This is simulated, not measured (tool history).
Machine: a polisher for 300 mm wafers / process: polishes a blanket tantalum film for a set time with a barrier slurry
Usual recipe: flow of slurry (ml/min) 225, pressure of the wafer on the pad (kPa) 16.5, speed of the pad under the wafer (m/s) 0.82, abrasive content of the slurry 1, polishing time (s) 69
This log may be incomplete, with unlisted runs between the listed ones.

| run | day | flow of slurry (ml/min) | pressure of the wafer on the pad (kPa) | speed of the pad under the wafer (m/s) | abrasive content of the slurry | polishing time (s) | wafers since the last listed run | wafers polished on this pad | hours since the slurry nozzle was cleaned | hours since the head pressure was calibrated | hours since the slurry blender was calibrated | incoming thickness of the incoming film, nm | film removed (nm) |
|---|---|---|---|---|---|---|---|---|---|---|---|---|---|
| 1 | 0 | 225 | 16.5 | 0.82 | 1 | 69 | 0 | 4970 | 601.6 | 1087.8 | 353.1 | 329.7 | 96.4 |
|  | 1.371 | slurry nozzle cleaned |
| 2 | 1.812 | 225 | 16.5 | 0.82 | 1 | 69 | 496 | 5466 | 10.6 | 1131.3 | 396.6 | 331.7 | 96.5 |
| 3 | 6.162 | 225 | 16.5 | 0.82 | 1 | 69 | 1218 | 6684 | 115 | 1235.7 | 501 | 330 | 96.5 |
|  | 7.25 | worn pad replaced by a new one |
| 4 | 7.712 | 225 | 16.5 | 0.82 | 1.2 | 69 | 387 | 129 | 152.2 | 1272.9 | 538.2 | 329.3 | 100.6 |
|  | 9.996 | slurry blender recalibrated |
| 5 | 11.158 | 225 | 16.5 | 0.94 | 1 | 69 | 941 | 1071 | 234.9 | 1355.6 | 27.9 | 331.9 | 109.2 |
| 6 | 13.4 | 225 | 16.5 | 0.94 | 1 | 69 | 627 | 1698 | 288.7 | 1409.4 | 81.7 | 335.9 | 108 |
| 7 | 16.346 | 225 | 16.5 | 0.88 | 1 | 69 | 825 | 2524 | 359.4 | 1480.1 | 152.4 | 322.4 | 102.4 |
| 8 | 19.862 | 225 | 16.5 | 0.88 | 1 | 69 | 985 | 3509 | 443.8 | 1564.5 | 236.8 | 330.5 | 102.4 |
|  | 21.458 | head pressure recalibrated |
|  | 22.133 | slurry nozzle cleaned |
| 9 | 24.317 | 225 | 16.5 | 0.88 | 1 | 69 | 1212 | 4721 | 52.4 | 68.6 | 343.7 | 335.4 | 103.1 |
| 10 | 27.038 | 225 | 16.5 | 0.82 | 1 | 69 | 762 | 5484 | 117.7 | 133.9 | 409 | 334.4 | 97.4 |
| 11 | 31.208 | 180 | 16.5 | 0.82 | 1.25 | 69 | 1168 | 6652 | 217.8 | 234 | 509.1 | 327.6 | 100.3 |
|  | 32.229 | worn pad replaced by a new one |
| 12 | 34.342 | 225 | 13.1 | 0.68 | 0.75 | 69 | 831 | 591 | 293 | 309.2 | 584.3 | 330.5 | 60.3 |
|  | 36.017 | slurry blender recalibrated |
| 13 | 38.65 | 225 | 16.5 | 0.68 | 1 | 69 | 1183 | 1774 | 396.4 | 412.6 | 63.2 | 329.7 | 84.2 |
| 14 | 41.583 | 225 | 16.5 | 0.9 | 1 | 62 | 821 | 2596 | 466.8 | 483 | 133.6 | 327.6 | 92.7 |
|  | 43.954 | slurry nozzle cleaned |
| 15 | 45.083 | 225 | 16.5 | 0.82 | 1 | 69 | 968 | 3565 | 27.1 | 567 | 217.6 | 333.7 | 96.1 |
| 16 | 47.992 | 225 | 21.4 | 0.74 | 1 | 69 | 814 | 4379 | 96.9 | 636.8 | 287.4 | 326.5 | 116.3 |
| 17 | 50.333 | 275 | 19.3 | 0.92 | 0.8 | 69 | 655 | 5035 | 153.1 | 693 | 343.6 | 328.1 | 116.1 |
|  | 52.654 | worn pad replaced by a new one |
| 18 | 53.875 | 155 | 22.1 | 0.82 | 1 | 69 | 945 | 342 | 238.1 | 778 | 428.6 | 334.6 | 124.4 |
| 19 | 56.129 | 225 | 16.5 | 0.82 | 1.1 | 49 | 631 | 973 | 292.2 | 832.1 | 482.7 | 331 | 70.4 |
| 20 | 58.192 | 225 | 16.5 | 0.82 | 1 | 69 | 577 | 1551 | 341.7 | 881.6 | 532.2 | 328.7 | 98.5 |
| 21 | 59.875 | 225 | 16.5 | 0.82 | 1 | 69 | 471 | 2022 | 382.1 | 922 | 572.6 | 333.7 | 96.3 |
|  | 61.508 | slurry blender recalibrated |
| 22 | 63.058 | 160 | 16.5 | 0.82 | 1.15 | 69 | 868 | 2891 | 458.5 | 998.4 | 37.2 | 333.9 | 96.9 |
|  | 64.233 | slurry nozzle cleaned |
| 23 | 66.996 | 225 | 14.5 | 1.04 | 1.25 | 69 | 1091 | 3982 | 66.3 | 1092.9 | 131.7 | 325.4 | 111.3 |
| 24 | 70.462 | 290 | 16.5 | 0.82 | 0.9 | 69 | 971 | 4953 | 149.5 | 1176.1 | 214.9 | 332.2 | 95.6 |
|  | 74.133 | worn pad replaced by a new one |
| 25 | 74.588 | 225 | 16.5 | 0.82 | 1 | 91 | 1108 | 127 | 248.5 | 1275.1 | 313.9 | 330 | 128.2 |
| 26 | 78.575 | 225 | 12.4 | 0.56 | 1.25 | 69 | 1116 | 1244 | 344.2 | 1370.8 | 409.6 | 327.8 | 58.8 |
|  | 80.212 | head pressure recalibrated |
| 27 | 82.933 | 270 | 20.7 | 0.58 | 1 | 69 | 1197 | 2441 | 448.8 | 65.3 | 514.2 | 331.1 | 92.9 |
|  | 83.854 | slurry blender recalibrated |
| 28 | 87.042 | 225 | 16.5 | 0.82 | 1 | 69 | 1127 | 3569 | 547.4 | 163.9 | 76.5 | 330.9 | 96.9 |
|  | 90.279 | slurry nozzle cleaned |
| 29 | 91.108 | 225 | 21.4 | 0.94 | 0.8 | 61 | 1127 | 4696 | 19.9 | 261.5 | 174.1 | 325.2 | 113.4 |

Hidden state, per run?
removal rate lost through wear of the pad, %: 0 at every run
slurry flow missing at the pad, %: 0 at every run
deviation of the head's pressure from its setpoint, %: 0 at every run
abrasive missing from the slurry, %: 0 at every run
